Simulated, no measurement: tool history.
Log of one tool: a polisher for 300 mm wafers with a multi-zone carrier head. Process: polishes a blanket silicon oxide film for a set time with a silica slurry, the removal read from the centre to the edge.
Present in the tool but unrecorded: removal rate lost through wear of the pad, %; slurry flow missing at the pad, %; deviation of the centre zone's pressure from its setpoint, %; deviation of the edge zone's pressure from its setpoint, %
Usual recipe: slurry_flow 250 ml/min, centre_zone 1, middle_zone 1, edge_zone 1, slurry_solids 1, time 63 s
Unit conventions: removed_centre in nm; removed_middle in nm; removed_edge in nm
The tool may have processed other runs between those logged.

run     day  slurry_flow  centre_zone  middle_zone  edge_zone  slurry_solids  time  wafers since the last listed run  wafers polished on this pad  hours since the slurry nozzle was cleaned  hours since the centre zone pressure was calibrated  hours since the edge zone pressure was calibrated  hours since the carrier head's membrane was replaced  incoming thickness of the incoming film, nm  removed_centre  removed_middle  removed_edge
  1       0          250            1         1.03          1              1    63                                 0                          615                                        133                                                604.1                                              251.7                                                1218.8                                       1043.7           157.3           153.7         149.7
  2   1.779          250            1         1.03          1              1    63                               260                          876                                      175.7                                                646.8                                              294.4                                                1261.5                                       1029.6           159.3           152.1         147.3
  3   4.512          250            1            1          1              1    63                               400                         1277                                      241.3                                                712.4                                                360                                                1327.1                                       1056.8             161           150.4         148.1
      5.754  -- slurry nozzle cleaned
  4   6.354          250            1            1          1           0.75    63                               264                         1541                                       14.4                                                756.6                                              404.2                                                1371.3                                       1053.4           127.7           118.1         116.4
       8.05  -- worn pad replaced by a new one
  5   8.992          250            1            1          1           0.75    63                               362                          137                                       77.7                                                819.9                                              467.5                                                1434.6                                         1055             129             119         119.1
  6  11.388          250            1            1          1           0.75    63                               351                          489                                      135.2                                                877.4                                                525                                                1492.1                                       1030.7             129           116.6         120.1
  7  13.992          250            1            1          1              1    63                               381                          871                                      197.7                                                939.9                                              587.5                                                1554.6                                       1033.5           162.9           146.8         150.2
  8  15.017          250            1         1.08       1.06           0.85    63                               150                         1021                                      222.3                                                964.5                                              612.1                                                1579.2                                       1035.5           143.7           141.1         135.5
  9    16.7          250            1            1          1              1    63                               246                         1268                                      262.7                                               1004.9                                              652.5                                                1619.6                                       1056.5           168.2           149.5         147.1
     17.471  -- slurry nozzle cleaned
     17.683  -- edge zone pressure recalibrated
 10  19.604          185            1            1          1              1    63                               407                         1676                                       51.2                                               1074.6                                               46.1                                                1689.3                                       1039.8           159.1             143         146.6
     19.867  -- worn pad replaced by a new one, of another model than before
     20.954  -- centre zone pressure recalibrated
 11  21.538          175          0.9            1          1           0.75    63                               246                          232                                       97.6                                                   14                                               92.5                                                1735.7                                       1054.5           102.2           111.3         112.4
 12  22.558          250            1            1          1           0.75    63                               149                          382                                      122.1                                                 38.5                                                117                                                1760.2                                       1032.3           124.4           118.8         117.5
 13  25.512          250         0.88            1          1              1    63                               433                          815                                        193                                                109.4                                              187.9                                                1831.1                                       1036.5           135.2           150.4         149.9
 14  27.688          250         0.92            1          1              1    63                               319                         1134                                      245.2                                                161.6                                              240.1                                                1883.3                                       1052.4           142.4           149.1           147
     29.438  -- carrier head's membrane replaced by a new one
     30.171  -- slurry nozzle cleaned
 15  30.192          250            1         1.09          1              1    76                               330                         1465                                        0.5                                                221.7                                              300.2                                                  18.1                                       1034.8             187           192.8         180.2
     31.004  -- worn pad replaced by a new one
 16  32.883          160            1            1       1.04              1    63                               370                          275                                       65.1                                                286.3                                              364.8                                                  82.7                                       1038.3             142           136.5         143.5
 17  34.521          250         1.03            1          1              1    45                               240                          515                                      104.4                                                325.6                                              404.1                                                   122                                       1037.7           113.3             107         105.9
 18  36.908          225            1            1          1              1    63                               350                          865                                      161.7                                                382.9                                              461.4                                                 179.3                                       1049.5           154.1           147.3           146
 19  38.258          250            1         1.03          1              1    63                               198                         1063                                      194.1                                                415.3                                              493.8                                                 211.7                                       1035.2           154.4           152.2         149.3
 20  39.854          250            1         1.06          1              1    63                               234                         1298                                      232.4                                                453.6                                              532.1                                                   250                                         1038           157.3           155.4         149.9
 21  41.425          315         0.94         1.08       0.93              1    63                               230                         1528                                      270.1                                                491.3                                              569.8                                                 287.7                                       1037.2           150.6           164.7         148.2

Below, some changes in removed_centre between adjacent runs. For each, the amount present without the hidden state too (settings, incoming material, random variation) and the amount remaining for the hidden state with gauge scatter not shared by both compared results:
Run 6 -> 7: slurry_solids 0.75 -> 1. removed_centre +33.9 nm: hidden state +2.8, all else +31.1.
Run 10 -> 11: slurry_flow 185 -> 175, centre_zone 1 -> 0.9, slurry_solids 1 -> 0.75, worn pad replaced by a new one, of another model than before, centre zone pressure recalibrated. removed_centre -56.9 nm: hidden state -11.9, all else -45.
Run 15 -> 16: slurry_flow 250 -> 160, middle_zone 1.09 -> 1, edge_zone 1 -> 1.04, time 76 -> 63, worn pad replaced by a new one. removed_centre -45 nm: hidden state +0.3, all else -45.3.
